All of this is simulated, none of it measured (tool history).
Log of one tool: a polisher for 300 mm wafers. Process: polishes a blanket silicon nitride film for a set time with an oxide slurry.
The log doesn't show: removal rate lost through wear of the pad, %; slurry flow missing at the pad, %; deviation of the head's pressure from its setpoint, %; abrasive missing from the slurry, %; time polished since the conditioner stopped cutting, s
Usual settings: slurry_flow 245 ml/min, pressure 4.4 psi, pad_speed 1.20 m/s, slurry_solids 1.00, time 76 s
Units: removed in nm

run	hour	slurry_flow	pressure	pad_speed	slurry_solids	time	wafers since the last listed run	wafers polished on this pad	hours since the slurry nozzle was cleaned	hours since the head pressure was calibrated	hours since the slurry blender was calibrated	hours since the conditioning disc was replaced	incoming thickness of the incoming film, nm	removed
1	0.0	245	4.4	1.20	1.00	76	0	485	66.8	451.1	464.2	0.5	623.5	56.8
2	7.4	245	4.4	1.20	1.00	76	76	561	74.2	458.5	471.6	7.9	611.5	57.3
# hour 14.8: head pressure recalibrated
# hour 17.1: slurry blender recalibrated
3	17.6	245	5.3	1.20	1.00	91	64	626	84.4	2.8	0.5	18.1	610.7	87.9
4	21.6	245	3.6	0.84	1.00	76	41	667	88.4	6.8	4.5	22.1	616.1	40.5
5	37.5	210	3.2	1.20	0.80	100	164	832	104.3	22.7	20.4	38.0	609.6	47.0
# hour 81.1: worn pad replaced by a new one
6	81.6	245	4.4	1.20	0.80	76	415	5	148.4	66.8	64.5	82.1	600.2	51.5
7	88.8	245	4.4	1.20	1.00	76	74	79	155.6	74.0	71.7	89.3	604.9	62.6
8	101.1	245	4.4	0.90	1.00	76	127	207	167.9	86.3	84.0	101.6	604.4	53.0
9	111.8	245	4.4	1.20	0.90	53	110	317	178.6	97.0	94.7	112.3	613.5	39.8
10	123.7	245	4.4	1.20	1.00	76	123	441	190.5	108.9	106.6	124.2	608.4	61.3
11	135.0	290	4.4	1.20	1.20	76	116	558	201.8	120.2	117.9	135.5	610.7	70.3
# hour 139.2: conditioning disc replaced and pad reconditioned
12	156.1	245	4.4	1.40	0.75	76	197	755	222.9	141.3	139.0	16.9	608.4	51.1
13	162.4	245	3.5	0.84	1.00	76	65	821	229.2	147.6	145.3	23.2	607.0	37.1
14	170.4	245	4.4	0.94	0.80	76	82	903	237.2	155.6	153.3	31.2	612.7	40.9
15	180.8	245	4.4	1.20	0.75	76	107	1011	247.6	166.0	163.7	41.6	612.5	43.9
16	189.4	245	4.4	1.20	1.00	76	89	1100	256.2	174.6	172.3	50.2	606.9	56.5
# hour 199.6: slurry nozzle cleaned
# hour 207.8: worn pad replaced by a new one
17	218.5	290	4.4	0.84	1.00	86	249	110	18.9	203.7	201.4	79.3	616.0	55.8
18	233.9	245	4.4	1.20	0.75	76	159	269	34.3	219.1	216.8	94.7	606.0	46.5
19	249.4	245	4.4	0.94	0.80	76	160	430	49.8	234.6	232.3	110.2	620.3	42.7
20	263.2	245	4.4	1.40	0.85	65	142	573	63.6	248.4	246.1	124.0	608.9	49.4
# hour 270.7: conditioning disc replaced and pad reconditioned
21	271.2	195	4.4	1.38	1.20	59	62	635	71.6	256.4	254.1	0.5	601.0	55.8
22	280.6	245	3.4	1.20	1.00	76	97	732	81.0	265.8	263.5	9.9	615.2	44.2
23	298.4	245	5.1	1.34	0.80	76	184	916	98.8	283.6	281.3	27.7	598.6	56.8

The next listed run, before its measurement:
# hour 309.7: worn pad replaced by a new one
24	310.2	245	3.4	1.20	1.00	76	80	5	110.6	295.4	293.1	39.5	605.4	?

{"run 24": {"removed": 46.5}}
Without the tool's hidden state the same run would have given removed 49.0 nm.
